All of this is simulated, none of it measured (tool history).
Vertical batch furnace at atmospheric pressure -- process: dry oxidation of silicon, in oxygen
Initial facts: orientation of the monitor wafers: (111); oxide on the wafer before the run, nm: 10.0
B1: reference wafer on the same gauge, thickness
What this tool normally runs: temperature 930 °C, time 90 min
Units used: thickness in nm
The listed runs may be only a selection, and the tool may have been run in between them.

Run 1, hour 0: usual settings; B1 62.92. Result: thickness 53.43 nm.
Run 2, hour 22.7: usual settings; B1 62.88. Result: thickness 53.53 nm.
Run 3, hour 35.2: usual settings but time 118 min; B1 62.91. Result: thickness 63.73 nm.
Run 4, hour 48.7: usual settings but time 118 min; B1 62.94. Result: thickness 64.05 nm.
Run 5, hour 76.1: usual settings but time 118 min; B1 62.96. Result: thickness 63.76 nm.
Run 6, hour 98.6: usual settings; B1 62.84. Result: thickness 53.42 nm.
Run 7, hour 118.5: usual settings; B1 62.86. Result: thickness 53.62 nm.
Run 8, hour 130.8: usual settings but temperature 912 °C; B1 62.84. Result: thickness 46.05 nm.
Run 9, hour 160.3: usual settings but temperature 912 °C; B1 62.89. Result: thickness 45.93 nm.
Run 10, hour 243.5: usual settings but temperature 912 °C; B1 62.85. Result: thickness 46.05 nm.
Run 11, hour 265.7: usual settings but temperature 947 °C; B1 62.94. Result: thickness 61.33 nm.
Run 12, hour 284.6: usual settings but temperature 946 °C; B1 62.86. Result: thickness 60.74 nm.
Run 13, hour 310.3: usual settings but temperature 939 °C; B1 62.93. Result: thickness 57.54 nm.
Run 14, hour 341.4: usual settings but temperature 949 °C, time 113 min; B1 62.88. Result: thickness 72.25 nm.
Run 15, hour 364.6: usual settings but temperature 949 °C, time 113 min; B1 62.88. Result: thickness 72.26 nm.
Run 16, hour 388.6: usual settings but temperature 952 °C, time 114.5 min; B1 62.91. Result: thickness 74.54 nm.
At hour 401.4: gauge calibrated.
Run 17, hour 414.4: usual settings but temperature 923 °C, time 119 min; B1 62.91. Result: thickness 60.74 nm.
Run 18, hour 442.9: usual settings but temperature 915 °C, time 68.5 min; B1 62.91. Result: thickness 40.26 nm.
Run 19, hour 478.2: usual settings but temperature 924 °C, time 114.5 min; B1 62.95. Result: thickness 59.96 nm.
Run 20, hour 510.8: usual settings but temperature 947 °C, time 108 min; B1 62.91. Result: thickness 69.21 nm.
At hour 548.4: boat lift adjusted.
At hour 552.1: thermocouples replaced and temperature profile calibrated.
Run 21, hour 552.6: usual settings; B1 62.93. Result: thickness 52.57 nm.
Run 22, hour 558.9: usual settings but temperature 913 °C, time 76.5 min; B1 62.88. Result: thickness 41.1 nm.
Run 23, hour 584.4: usual settings but temperature 917 °C, time 53.5 min; B1 62.96. Result: thickness 34.54 nm.
Run 24, hour 617.7: usual settings but temperature 938 °C, time 72.5 min; B1 62.88. Result: thickness 48.97 nm.
Run 25, hour 652.5: usual settings but time 53 min; B1 62.9. Result: thickness 37.86 nm.
Run 26, hour 682.2: usual settings; B1 62.93. Result: thickness 52.47 nm.
Run 27, hour 695.4: usual settings; B1 62.95. Result: thickness 52.64 nm.
Run 28, hour 710.5: usual settings; B1 62.91. Result: thickness 52.55 nm.
Run 29, hour 740.2: usual settings but time 53 min; B1 62.92. Result: thickness 37.85 nm.
Run 30, hour 759.3: usual settings but temperature 954 °C, time 117 min; B1 62.89. Result: thickness 74.74 nm.
Run 31, hour 784.9: usual settings but temperature 916 °C; B1 62.93. Result: thickness 46.52 nm.
Run 32, hour 799.9: usual settings but temperature 952 °C, time 63 min; B1 62.85. Result: thickness 49.67 nm.
Run 33, hour 812.8: usual settings but temperature 923 °C, time 53 min; B1 62.82. Result: thickness 35.86 nm.
Run 34, hour 843.8: usual settings but temperature 908 °C, time 129 min; B1 62.91. Result: thickness 54.43 nm.
Run 35, hour 866.1: usual settings but time 67 min; B1 62.92. Result: thickness 43.63 nm.
Run 36, hour 880.3: usual settings; B1 62.96. Result: thickness 52.62 nm.
Run 37, hour 907: usual settings; B1 62.91. Result: thickness 52.5 nm.
Run 38, hour 932.5: usual settings but temperature 945 °C, time 121.5 min; B1 62.87. Result: thickness 71.68 nm.

What if the next run were any one of these 5? Each begins from the tool's condition after run 38:
Run A, hour 938.1: usual settings but time 72 min; B1 ?. Result: thickness ?.
Run B, hour 938.1: usual settings but temperature 917 °C; B1 ?. Result: thickness ?.
Run C, hour 938.1: usual settings but temperature 912 °C, time 52 min; B1 ?. Result: thickness ?.
Run D, hour 938.1: usual settings but temperature 948 °C; B1 ?. Result: thickness ?.
Run E, hour 938.1: usual settings but time 61 min; B1 ?. Result: thickness ?.

run     B1  thickness
  A  62.91      45.59
  B  62.91      46.93
  C  62.91       32.4
  D  62.91      60.26
  E  62.91      41.18
Had the tool no hidden state, the same runs would have come out as:
run  thickness
  A      45.74
  B      47.11
  C      32.52
  D      60.45
  E      41.32
